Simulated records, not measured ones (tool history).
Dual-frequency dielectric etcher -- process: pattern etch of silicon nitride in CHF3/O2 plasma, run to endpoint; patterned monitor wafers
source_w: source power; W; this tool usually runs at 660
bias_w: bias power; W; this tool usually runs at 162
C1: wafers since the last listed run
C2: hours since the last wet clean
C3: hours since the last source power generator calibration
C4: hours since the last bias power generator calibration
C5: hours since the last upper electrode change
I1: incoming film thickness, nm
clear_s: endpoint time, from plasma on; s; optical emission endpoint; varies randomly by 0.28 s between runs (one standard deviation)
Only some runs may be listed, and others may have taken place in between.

run 1 day=0 | source_w=660 bias_w=162 | C1=0 C2=451 C3=3067.2 C4=2456.8 C5=3323.3 | I1=70.4 | clear_s=44.6
run 2 day=2.333 | source_w=660 bias_w=141 | C1=483 C2=507 C3=3123.2 C4=2512.8 C5=3379.3 | I1=71.3 | clear_s=48.1
-- day=3.762 wet clean of the chamber
run 3 day=4.954 | source_w=660 bias_w=141 | C1=335 C2=28.6 C3=3186.1 C4=2575.7 C5=3442.2 | I1=70.7 | clear_s=49
run 4 day=6.804 | source_w=660 bias_w=141 | C1=383 C2=73 C3=3230.5 C4=2620.1 C5=3486.6 | I1=71.3 | clear_s=48.8
run 5 day=8.292 | source_w=660 bias_w=134 | C1=308 C2=108.7 C3=3266.2 C4=2655.8 C5=3522.3 | I1=71.2 | clear_s=50.3
run 6 day=14.504 | source_w=660 bias_w=162 | C1=1286 C2=257.8 C3=3415.3 C4=2804.9 C5=3671.4 | I1=71.8 | clear_s=45.9
run 7 day=16.075 | source_w=660 bias_w=162 | C1=325 C2=295.5 C3=3453 C4=2842.6 C5=3709.1 | I1=71.6 | clear_s=45.9
run 8 day=18.138 | source_w=560 bias_w=162 | C1=427 C2=345 C3=3502.5 C4=2892.1 C5=3758.6 | I1=71.3 | clear_s=47.5
run 9 day=21.079 | source_w=560 bias_w=162 | C1=609 C2=415.6 C3=3573.1 C4=2962.7 C5=3829.2 | I1=71.3 | clear_s=46.6
run 10 day=22.583 | source_w=590 bias_w=162 | C1=311 C2=451.7 C3=3609.2 C4=2998.8 C5=3865.3 | I1=71.7 | clear_s=46.3
-- day=24.246 wet clean of the chamber
run 11 day=25.096 | source_w=740 bias_w=162 | C1=313 C2=20.4 C3=3669.5 C4=3059.1 C5=3925.6 | I1=71.4 | clear_s=45.1
run 12 day=27.271 | source_w=740 bias_w=162 | C1=450 C2=72.6 C3=3721.7 C4=3111.3 C5=3977.8 | I1=71.5 | clear_s=45.1
run 13 day=29.946 | source_w=740 bias_w=162 | C1=553 C2=136.8 C3=3785.9 C4=3175.5 C5=4042 | I1=71.6 | clear_s=45.1
run 14 day=31.621 | source_w=660 bias_w=162 | C1=346 C2=177 C3=3826.1 C4=3215.7 C5=4082.2 | I1=71 | clear_s=45.3
run 15 day=32.988 | source_w=660 bias_w=162 | C1=283 C2=209.8 C3=3858.9 C4=3248.5 C5=4115 | I1=71.5 | clear_s=46.5
run 16 day=34.646 | source_w=660 bias_w=162 | C1=343 C2=249.6 C3=3898.7 C4=3288.3 C5=4154.8 | I1=71.1 | clear_s=46
run 17 day=35.829 | source_w=760 bias_w=185 | C1=245 C2=278 C3=3927.1 C4=3316.7 C5=4183.2 | I1=71.7 | clear_s=42.3
run 18 day=36.875 | source_w=750 bias_w=136 | C1=216 C2=303.1 C3=3952.2 C4=3341.8 C5=4208.3 | I1=71.5 | clear_s=47.4
-- day=37.333 source power generator calibrated
-- day=38.225 upper electrode replaced, of another model than before
run 19 day=38.438 | source_w=510 bias_w=122 | C1=104 C2=340.6 C3=26.5 C4=3379.3 C5=5.1 | I1=71.2 | clear_s=57.5
run 20 day=39.446 | source_w=600 bias_w=133 | C1=208 C2=364.8 C3=50.7 C4=3403.5 C5=29.3 | I1=72.1 | clear_s=53
run 21 day=40.942 | source_w=520 bias_w=162 | C1=309 C2=400.7 C3=86.6 C4=3439.4 C5=65.2 | I1=71.3 | clear_s=46.6
run 22 day=42.354 | source_w=660 bias_w=162 | C1=292 C2=434.6 C3=120.5 C4=3473.3 C5=99.1 | I1=71.9 | clear_s=45.9
run 23 day=44.45 | source_w=590 bias_w=126 | C1=434 C2=484.9 C3=170.8 C4=3523.6 C5=149.4 | I1=70.9 | clear_s=54.2
run 24 day=45.779 | source_w=800 bias_w=126 | C1=275 C2=516.8 C3=202.7 C4=3555.5 C5=181.3 | I1=71.3 | clear_s=51.5

Predict the results of run 25:
-- day=48.404 bias power generator calibrated
run 25 day=48.425 | source_w=520 bias_w=186 | C1=513 C2=580.3 C3=266.2 C4=0.5 C5=244.8 | I1=71.1 | clear_s=?

clear_s: 42.3 s
With the hidden condition absent and the run-to-run variation left alone, this run would have shown clear_s 44.2 s.

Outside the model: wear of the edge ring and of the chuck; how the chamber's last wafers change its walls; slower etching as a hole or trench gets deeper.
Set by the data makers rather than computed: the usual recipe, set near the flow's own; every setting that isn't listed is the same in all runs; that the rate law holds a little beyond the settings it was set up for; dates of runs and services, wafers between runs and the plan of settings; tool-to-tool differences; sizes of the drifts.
